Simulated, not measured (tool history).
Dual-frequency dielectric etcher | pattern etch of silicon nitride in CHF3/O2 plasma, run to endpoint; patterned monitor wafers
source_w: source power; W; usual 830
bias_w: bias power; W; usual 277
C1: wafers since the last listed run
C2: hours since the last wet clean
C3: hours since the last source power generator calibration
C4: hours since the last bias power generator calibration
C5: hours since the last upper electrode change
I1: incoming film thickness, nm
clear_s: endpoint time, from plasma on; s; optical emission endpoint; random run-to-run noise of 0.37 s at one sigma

run 1 hour=0 | source_w=960 bias_w=263 | C1=0 C2=499.7 C3=2006.4 C4=1716.2 C5=3659.2 | I1=100.6 | clear_s=52.5
run 2 hour=99.1 | source_w=960 bias_w=263 | C1=1569 C2=598.8 C3=2105.5 C4=1815.3 C5=3758.3 | I1=102.7 | clear_s=53.3
-- hour=153.9 wet clean of the chamber
run 3 hour=154.4 | source_w=830 bias_w=233 | C1=495 C2=0.5 C3=2160.8 C4=1870.6 C5=3813.6 | I1=102.5 | clear_s=57.4
run 4 hour=251.9 | source_w=830 bias_w=233 | C1=1544 C2=98 C3=2258.3 C4=1968.1 C5=3911.1 | I1=102.9 | clear_s=57.5
run 5 hour=298.5 | source_w=830 bias_w=277 | C1=738 C2=144.6 C3=2304.9 C4=2014.7 C5=3957.7 | I1=102.5 | clear_s=55
run 6 hour=364.4 | source_w=830 bias_w=277 | C1=1044 C2=210.5 C3=2370.8 C4=2080.6 C5=4023.6 | I1=101.1 | clear_s=54.9
run 7 hour=451.1 | source_w=830 bias_w=277 | C1=1373 C2=297.2 C3=2457.5 C4=2167.3 C5=4110.3 | I1=103 | clear_s=55.7
run 8 hour=499 | source_w=830 bias_w=332 | C1=758 C2=345.1 C3=2505.4 C4=2215.2 C5=4158.2 | I1=101.6 | clear_s=52.7
run 9 hour=688 | source_w=830 bias_w=332 | C1=2994 C2=534.1 C3=2694.4 C4=2404.2 C5=4347.2 | I1=101.9 | clear_s=53.6
run 10 hour=785.2 | source_w=830 bias_w=332 | C1=1539 C2=631.3 C3=2791.6 C4=2501.4 C5=4444.4 | I1=101.8 | clear_s=54.2
-- hour=840.2 wet clean of the chamber
run 11 hour=888.5 | source_w=830 bias_w=277 | C1=1256 C2=48.3 C3=2894.9 C4=2604.7 C5=4547.7 | I1=102.4 | clear_s=51.5
run 12 hour=948.9 | source_w=830 bias_w=277 | C1=956 C2=108.7 C3=2955.3 C4=2665.1 C5=4608.1 | I1=101.8 | clear_s=50.9
run 13 hour=1017.5 | source_w=890 bias_w=220 | C1=1086 C2=177.3 C3=3023.9 C4=2733.7 C5=4676.7 | I1=101.3 | clear_s=51.9
run 14 hour=1066.1 | source_w=830 bias_w=321 | C1=769 C2=225.9 C3=3072.5 C4=2782.3 C5=4725.3 | I1=102.1 | clear_s=49.6
-- hour=1187.8 upper electrode replaced
run 15 hour=1188.3 | source_w=890 bias_w=220 | C1=1555 C2=348.1 C3=3194.7 C4=2904.5 C5=0.5 | I1=102.3 | clear_s=53
-- hour=1206.3 bias power generator calibrated
-- hour=1230.9 source power generator calibrated
-- hour=1270.1 wet clean of the chamber, repeated, since the last time left the tool worse
run 16 hour=1288.7 | source_w=830 bias_w=298 | C1=1083 C2=18.6 C3=57.8 C4=82.4 C5=100.9 | I1=102 | clear_s=53.9
run 17 hour=1376.6 | source_w=830 bias_w=227 | C1=1392 C2=106.5 C3=145.7 C4=170.3 C5=188.8 | I1=102.1 | clear_s=58.1
run 18 hour=1640.7 | source_w=830 bias_w=318 | C1=4183 C2=370.6 C3=409.8 C4=434.4 C5=452.9 | I1=102.6 | clear_s=54.6
run 19 hour=1721.8 | source_w=710 bias_w=277 | C1=1284 C2=451.7 C3=490.9 C4=515.5 C5=534 | I1=102.1 | clear_s=62.6
run 20 hour=1828.8 | source_w=830 bias_w=258 | C1=1695 C2=558.7 C3=597.9 C4=622.5 C5=641 | I1=102.2 | clear_s=58
-- hour=1915.7 wet clean of the chamber
run 21 hour=1926.3 | source_w=930 bias_w=221 | C1=1164 C2=10.6 C3=695.4 C4=720 C5=738.5 | I1=102.6 | clear_s=55
run 22 hour=1969.8 | source_w=830 bias_w=277 | C1=689 C2=54.1 C3=738.9 C4=763.5 C5=782 | I1=102.2 | clear_s=55.6
run 23 hour=2043.5 | source_w=830 bias_w=277 | C1=1167 C2=127.8 C3=812.6 C4=837.2 C5=855.7 | I1=102.5 | clear_s=55.8
run 24 hour=2121.2 | source_w=700 bias_w=277 | C1=1230 C2=205.5 C3=890.3 C4=914.9 C5=933.4 | I1=102 | clear_s=62.1
run 25 hour=2181.5 | source_w=730 bias_w=277 | C1=955 C2=265.8 C3=950.6 C4=975.2 C5=993.7 | I1=101.3 | clear_s=60.4

What the log doesn't show, run by run:
source power that arrives over what is set, %: 0 on each run
bias power that arrives over what is set, %: 0 on each run
H1: etch rate over this chamber's usual, %
run=1 H1=-3.29
run=2 H1=-3.87
run=3 H1=0.0625
run=4 H1=-0.5
run=5 H1=-0.769
run=6 H1=-1.15
run=7 H1=-1.65
run=8 H1=-1.93
run=9 H1=-3.02
run=10 H1=-3.58
run=11 H1=6.63
run=12 H1=6.29
run=13 H1=5.89
run=14 H1=5.61
run=15 H1=4.9
run=16 H1=-0.597
run=17 H1=-1.1
run=18 H1=-2.63
run=19 H1=-3.1
run=20 H1=-3.71
run=21 H1=-0.527
run=22 H1=-0.778
run=23 H1=-1.2
run=24 H1=-1.65
run=25 H1=-2

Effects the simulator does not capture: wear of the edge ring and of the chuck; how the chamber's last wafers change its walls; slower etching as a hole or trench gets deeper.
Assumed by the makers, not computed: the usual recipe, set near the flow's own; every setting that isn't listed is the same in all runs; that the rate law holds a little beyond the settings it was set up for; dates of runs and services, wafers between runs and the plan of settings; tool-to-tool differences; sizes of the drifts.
